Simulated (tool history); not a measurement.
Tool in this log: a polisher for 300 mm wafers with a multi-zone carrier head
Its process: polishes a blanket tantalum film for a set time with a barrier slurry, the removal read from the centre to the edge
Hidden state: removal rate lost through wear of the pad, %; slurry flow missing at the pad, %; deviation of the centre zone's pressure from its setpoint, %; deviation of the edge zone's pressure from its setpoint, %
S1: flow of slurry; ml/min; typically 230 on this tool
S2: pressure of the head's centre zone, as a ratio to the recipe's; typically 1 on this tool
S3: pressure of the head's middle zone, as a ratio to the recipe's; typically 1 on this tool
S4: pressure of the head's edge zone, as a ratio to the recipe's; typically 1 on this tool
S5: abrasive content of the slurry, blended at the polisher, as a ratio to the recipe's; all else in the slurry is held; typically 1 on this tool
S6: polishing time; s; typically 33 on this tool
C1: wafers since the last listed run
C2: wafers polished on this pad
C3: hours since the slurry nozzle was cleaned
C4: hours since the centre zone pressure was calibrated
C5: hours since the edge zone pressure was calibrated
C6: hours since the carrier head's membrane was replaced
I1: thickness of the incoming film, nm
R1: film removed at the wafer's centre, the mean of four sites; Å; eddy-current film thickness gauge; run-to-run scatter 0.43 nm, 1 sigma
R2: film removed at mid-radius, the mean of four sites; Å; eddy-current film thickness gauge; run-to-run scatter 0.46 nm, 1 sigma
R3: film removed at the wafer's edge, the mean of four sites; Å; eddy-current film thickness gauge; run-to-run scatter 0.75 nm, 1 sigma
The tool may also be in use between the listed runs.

run 1 hour=0 | S1=230 S2=1 S3=1 S4=1 S5=1.2 S6=33 | C1=0 C2=2910 C3=17.6 C4=901.8 C5=1093.1 C6=534.8 | I1=189.5 | R1=552 R2=534 R3=552
run 2 hour=153.8 | S1=230 S2=0.96 S3=1 S4=1 S5=1 S6=29 | C1=2290 C2=5200 C3=171.4 C4=1055.6 C5=1246.9 C6=688.6 | I1=191.6 | R1=436 R2=443 R3=445
-- hour=217.8 centre zone pressure recalibrated
run 3 hour=248.8 | S1=230 S2=0.96 S3=1 S4=1 S5=1 S6=29 | C1=1384 C2=6585 C3=266.4 C4=31 C5=1341.9 C6=783.6 | I1=187.6 | R1=432 R2=447 R3=446
-- hour=288.9 worn pad replaced by a new one
run 4 hour=305.9 | S1=230 S2=1 S3=1.12 S4=1.04 S5=1 S6=33 | C1=790 C2=252 C3=323.5 C4=88.1 C5=1399 C6=840.7 | I1=192.4 | R1=521 R2=549 R3=519
-- hour=435.7 carrier head's membrane replaced by a new one
-- hour=493.6 edge zone pressure recalibrated
-- hour=538.9 slurry nozzle cleaned
run 5 hour=548.6 | S1=230 S2=1.06 S3=1.07 S4=1 S5=1 S6=33 | C1=3494 C2=3747 C3=9.7 C4=330.8 C5=55 C6=112.9 | I1=192 | R1=546 R2=520 R3=492
run 6 hour=655.6 | S1=230 S2=1 S3=1 S4=1 S5=1 S6=33 | C1=1593 C2=5340 C3=116.7 C4=437.8 C5=162 C6=219.9 | I1=190.8 | R1=523 R2=508 R3=517
run 7 hour=756.5 | S1=230 S2=1 S3=1 S4=1 S5=1 S6=33 | C1=1502 C2=6842 C3=217.6 C4=538.7 C5=262.9 C6=320.8 | I1=186.5 | R1=525 R2=503 R3=513
-- hour=862.3 worn pad replaced by a new one
run 8 hour=862.8 | S1=255 S2=1 S3=0.93 S4=1.04 S5=1 S6=24 | C1=1523 C2=7 C3=323.9 C4=645 C5=369.2 C6=427.1 | I1=187.8 | R1=384 R2=353 R3=379
run 9 hour=904.5 | S1=230 S2=1.04 S3=1 S4=1 S5=0.9 S6=33 | C1=620 C2=628 C3=365.6 C4=686.7 C5=410.9 C6=468.8 | I1=186.6 | R1=516 R2=483 R3=499
run 10 hour=971.1 | S1=230 S2=1.09 S3=0.9 S4=1 S5=0.75 S6=33 | C1=991 C2=1620 C3=432.2 C4=753.3 C5=477.5 C6=535.4 | I1=189.4 | R1=489 R2=408 R3=432
-- hour=1011.6 slurry nozzle cleaned
run 11 hour=1032 | S1=190 S2=1.06 S3=0.89 S4=1 S5=1.1 S6=33 | C1=891 C2=2512 C3=20.4 C4=814.2 C5=538.4 C6=596.3 | I1=194 | R1=559 R2=479 R3=529
run 12 hour=1089.9 | S1=230 S2=1 S3=1 S4=1 S5=1 S6=33 | C1=862 C2=3374 C3=78.3 C4=872.1 C5=596.3 C6=654.2 | I1=190.3 | R1=521 R2=494 R3=502
run 13 hour=1131.4 | S1=230 S2=1 S3=1 S4=1 S5=1 S6=27 | C1=617 C2=3992 C3=119.8 C4=913.6 C5=637.8 C6=695.7 | I1=191.3 | R1=425 R2=410 R3=415
run 14 hour=1192.3 | S1=230 S2=0.94 S3=1.05 S4=0.95 S5=1 S6=33 | C1=906 C2=4898 C3=180.7 C4=974.5 C5=698.7 C6=756.6 | I1=187.3 | R1=489 R2=522 R3=504
run 15 hour=1252.3 | S1=230 S2=0.89 S3=1 S4=1 S5=1 S6=44 | C1=893 C2=5792 C3=240.7 C4=1034.5 C5=758.7 C6=816.6 | I1=191 | R1=614 R2=675 R3=679
run 16 hour=1297.2 | S1=230 S2=1 S3=1 S4=1.05 S5=1 S6=40 | C1=668 C2=6460 C3=285.6 C4=1079.4 C5=803.6 C6=861.5 | I1=190.6 | R1=617 R2=608 R3=641
run 17 hour=1341 | S1=205 S2=1 S3=1 S4=1 S5=0.85 S6=22 | C1=652 C2=7112 C3=329.4 C4=1123.2 C5=847.4 C6=905.3 | I1=188.4 | R1=317 R2=315 R3=314
-- hour=1351.3 worn pad replaced by a new one
-- hour=1354.7 carrier head's membrane replaced by a new one
run 18 hour=1435.7 | S1=230 S2=1.07 S3=1 S4=1.07 S5=1 S6=33 | C1=1299 C2=1205 C3=424.1 C4=1217.9 C5=942.1 C6=81 | I1=190.5 | R1=547 R2=512 R3=524
run 19 hour=1491.2 | S1=230 S2=1 S3=1 S4=1 S5=1 S6=33 | C1=826 C2=2031 C3=479.6 C4=1273.4 C5=997.6 C6=136.5 | I1=189.9 | R1=518 R2=506 R3=515
-- hour=1534 centre zone pressure recalibrated
-- hour=1585.1 slurry nozzle cleaned
run 20 hour=1599 | S1=295 S2=1 S3=0.89 S4=0.96 S5=1 S6=33 | C1=1560 C2=3592 C3=13.9 C4=65 C5=1105.4 C6=244.3 | I1=190.1 | R1=538 R2=465 R3=507
run 21 hour=1701.7 | S1=280 S2=1 S3=1 S4=1 S5=1 S6=33 | C1=1529 C2=5121 C3=116.6 C4=167.7 C5=1208.1 C6=347 | I1=188.4 | R1=531 R2=518 R3=511

What differs in the tool's unlogged condition from the final listed run ahead of each entry between runs to the first listed run following it?
From run 2 to run 3: centre zone pressure recalibrated (hour 217.8)
  the hidden state is the same at both runs
From run 3 to run 4: worn pad replaced by a new one (hour 288.9)
  the hidden state is the same at both runs
From run 4 to run 5: carrier head's membrane replaced by a new one (hour 435.7); edge zone pressure recalibrated (hour 493.6); slurry nozzle cleaned (hour 538.9)
  the hidden state is the same at both runs
From run 7 to run 8: worn pad replaced by a new one (hour 862.3)
  the hidden state is the same at both runs
From run 10 to run 11: slurry nozzle cleaned (hour 1011.6)
  the hidden state is the same at both runs
From run 17 to run 18: worn pad replaced by a new one (hour 1351.3); carrier head's membrane replaced by a new one (hour 1354.7)
  the hidden state is the same at both runs
From run 19 to run 20: centre zone pressure recalibrated (hour 1534); slurry nozzle cleaned (hour 1585.1)
  the hidden state is the same at both runs
